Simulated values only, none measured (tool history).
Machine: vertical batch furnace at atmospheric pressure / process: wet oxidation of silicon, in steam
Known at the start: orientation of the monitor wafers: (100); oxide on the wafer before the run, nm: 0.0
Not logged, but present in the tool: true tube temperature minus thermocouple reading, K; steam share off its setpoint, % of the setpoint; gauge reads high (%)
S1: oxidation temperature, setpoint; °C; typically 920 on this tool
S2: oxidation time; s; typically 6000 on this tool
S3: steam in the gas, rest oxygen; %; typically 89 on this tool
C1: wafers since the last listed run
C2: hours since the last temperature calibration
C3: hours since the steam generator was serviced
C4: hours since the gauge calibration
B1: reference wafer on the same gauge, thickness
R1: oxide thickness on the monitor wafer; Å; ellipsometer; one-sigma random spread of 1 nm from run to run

{"run": 1, "day": 0.0, "S1": 920, "S2": 6000, "S3": 89, "C1": 0, "C2": 1032.6, "C3": 1757.8, "C4": 388.2, "B1": 242.65, "R1": 2841.7}
{"run": 2, "day": 1.454, "S1": 920, "S2": 7410, "S3": 89, "C1": 399, "C2": 1067.5, "C3": 1792.7, "C4": 423.1, "B1": 242.95, "R1": 3377}
{"run": 3, "day": 3.296, "S1": 920, "S2": 6000, "S3": 89, "C1": 505, "C2": 1111.7, "C3": 1836.9, "C4": 467.3, "B1": 242.73, "R1": 2856.1}
{"run": 4, "day": 4.717, "S1": 920, "S2": 6000, "S3": 89, "C1": 390, "C2": 1145.8, "C3": 1871, "C4": 501.4, "B1": 243.16, "R1": 2853}
{"run": 5, "day": 7.571, "S1": 920, "S2": 6000, "S3": 89, "C1": 783, "C2": 1214.3, "C3": 1939.5, "C4": 569.9, "B1": 243.42, "R1": 2844.8}
{"run": 6, "day": 9.371, "S1": 920, "S2": 6000, "S3": 89, "C1": 494, "C2": 1257.5, "C3": 1982.7, "C4": 613.1, "B1": 242.41, "R1": 2839.4}
{"run": 7, "day": 11.717, "S1": 920, "S2": 6000, "S3": 89, "C1": 644, "C2": 1313.8, "C3": 2039, "C4": 669.4, "B1": 243.07, "R1": 2852}
{"run": 8, "day": 14.417, "S1": 920, "S2": 6000, "S3": 89, "C1": 741, "C2": 1378.6, "C3": 2103.8, "C4": 734.2, "B1": 242.92, "R1": 2870}
{"run": 9, "day": 16.408, "S1": 929, "S2": 4650, "S3": 89, "C1": 546, "C2": 1426.4, "C3": 2151.6, "C4": 782, "B1": 242.96, "R1": 2544.1}
{"run": 10, "day": 18.871, "S1": 929, "S2": 4650, "S3": 89, "C1": 676, "C2": 1485.5, "C3": 2210.7, "C4": 841.1, "B1": 242.78, "R1": 2560.3}
{"run": 11, "day": 20.317, "S1": 929, "S2": 4650, "S3": 89, "C1": 396, "C2": 1520.2, "C3": 2245.4, "C4": 875.8, "B1": 242.75, "R1": 2557.5}
{"day": 22.983, "done": "steam generator serviced"}
{"run": 12, "day": 23.208, "S1": 920, "S2": 6000, "S3": 85, "C1": 519, "C2": 1589.6, "C3": 5.4, "C4": 945.2, "B1": 243.19, "R1": 2855.3}
{"run": 13, "day": 24.412, "S1": 920, "S2": 6000, "S3": 85, "C1": 330, "C2": 1618.5, "C3": 34.3, "C4": 974.1, "B1": 243.18, "R1": 2861.1}
{"run": 14, "day": 26.142, "S1": 907, "S2": 4860, "S3": 96, "C1": 474, "C2": 1660, "C3": 75.8, "C4": 1015.6, "B1": 243.17, "R1": 2313.2}
{"run": 15, "day": 27.633, "S1": 920, "S2": 6000, "S3": 89, "C1": 409, "C2": 1695.8, "C3": 111.6, "C4": 1051.4, "B1": 242.99, "R1": 2961.7}
{"run": 16, "day": 28.838, "S1": 904, "S2": 6000, "S3": 95, "C1": 330, "C2": 1724.7, "C3": 140.5, "C4": 1080.3, "B1": 242.95, "R1": 2664}
{"day": 33.779, "done": "thermocouples replaced and temperature profile calibrated"}
{"run": 17, "day": 34.508, "S1": 901, "S2": 6000, "S3": 89, "C1": 1282, "C2": 17.5, "C3": 276.6, "C4": 1216.4, "B1": 242.64, "R1": 2270.6}
{"run": 18, "day": 39.779, "S1": 920, "S2": 6000, "S3": 89, "C1": 1447, "C2": 144, "C3": 403.1, "C4": 1342.9, "B1": 242.61, "R1": 2848.4}
{"run": 19, "day": 41.804, "S1": 907, "S2": 6000, "S3": 81, "C1": 556, "C2": 192.6, "C3": 451.7, "C4": 1391.5, "B1": 242.8, "R1": 2251.6}
{"day": 41.946, "done": "gauge calibrated"}
{"run": 20, "day": 44.55, "S1": 920, "S2": 6000, "S3": 89, "C1": 753, "C2": 258.5, "C3": 517.6, "C4": 62.5, "B1": 242.9, "R1": 2830.9}
{"run": 21, "day": 46.192, "S1": 937, "S2": 4800, "S3": 97, "C1": 450, "C2": 297.9, "C3": 557, "C4": 101.9, "B1": 242.39, "R1": 2998.6}
{"run": 22, "day": 48.133, "S1": 901, "S2": 7500, "S3": 82, "C1": 533, "C2": 344.5, "C3": 603.6, "C4": 148.5, "B1": 242.89, "R1": 2558.7}
{"run": 23, "day": 49.312, "S1": 933, "S2": 8130, "S3": 78, "C1": 323, "C2": 372.8, "C3": 631.9, "C4": 176.8, "B1": 243, "R1": 3693.5}
{"run": 24, "day": 50.792, "S1": 929, "S2": 3900, "S3": 81, "C1": 406, "C2": 408.3, "C3": 667.4, "C4": 212.3, "B1": 242.57, "R1": 2010.5}
{"run": 25, "day": 52.367, "S1": 905, "S2": 6000, "S3": 80, "C1": 432, "C2": 446.1, "C3": 705.2, "C4": 250.1, "B1": 242.81, "R1": 2189.6}
{"run": 26, "day": 55.208, "S1": 903, "S2": 6000, "S3": 97, "C1": 780, "C2": 514.3, "C3": 773.4, "C4": 318.3, "B1": 242.83, "R1": 2530.9}
{"run": 27, "day": 56.617, "S1": 920, "S2": 6000, "S3": 92, "C1": 386, "C2": 548.1, "C3": 807.2, "C4": 352.1, "B1": 243.26, "R1": 2918.2}

What differs in the tool's unlogged condition from the final listed run ahead of each entry between runs to the first listed run following it?
Runs 11 to 12: steam generator serviced (day 22.983)
  true tube temperature minus thermocouple reading, K: 4.08 -> 4.44; steam share off its setpoint, % of the setpoint: -3.68 -> -0.275
  what was measured, less what the result would be without the hidden state, R1: +25.9 -> +119.4 Å
Runs 16 to 17: thermocouples replaced and temperature profile calibrated (day 33.779)
  true tube temperature minus thermocouple reading, K: 5.18 -> 0.15; steam share off its setpoint, % of the setpoint: -0.288 -> -0.324
  what was measured, less what the result would be without the hidden state, R1: +153.1 -> -1.9 Å
Runs 19 to 20: gauge calibrated (day 41.946)
  true tube temperature minus thermocouple reading, K: 0.212 -> 0.261; steam share off its setpoint, % of the setpoint: -0.404 -> -0.444
  what was measured, less what the result would be without the hidden state, R1: -1.9 -> -2.7 Å

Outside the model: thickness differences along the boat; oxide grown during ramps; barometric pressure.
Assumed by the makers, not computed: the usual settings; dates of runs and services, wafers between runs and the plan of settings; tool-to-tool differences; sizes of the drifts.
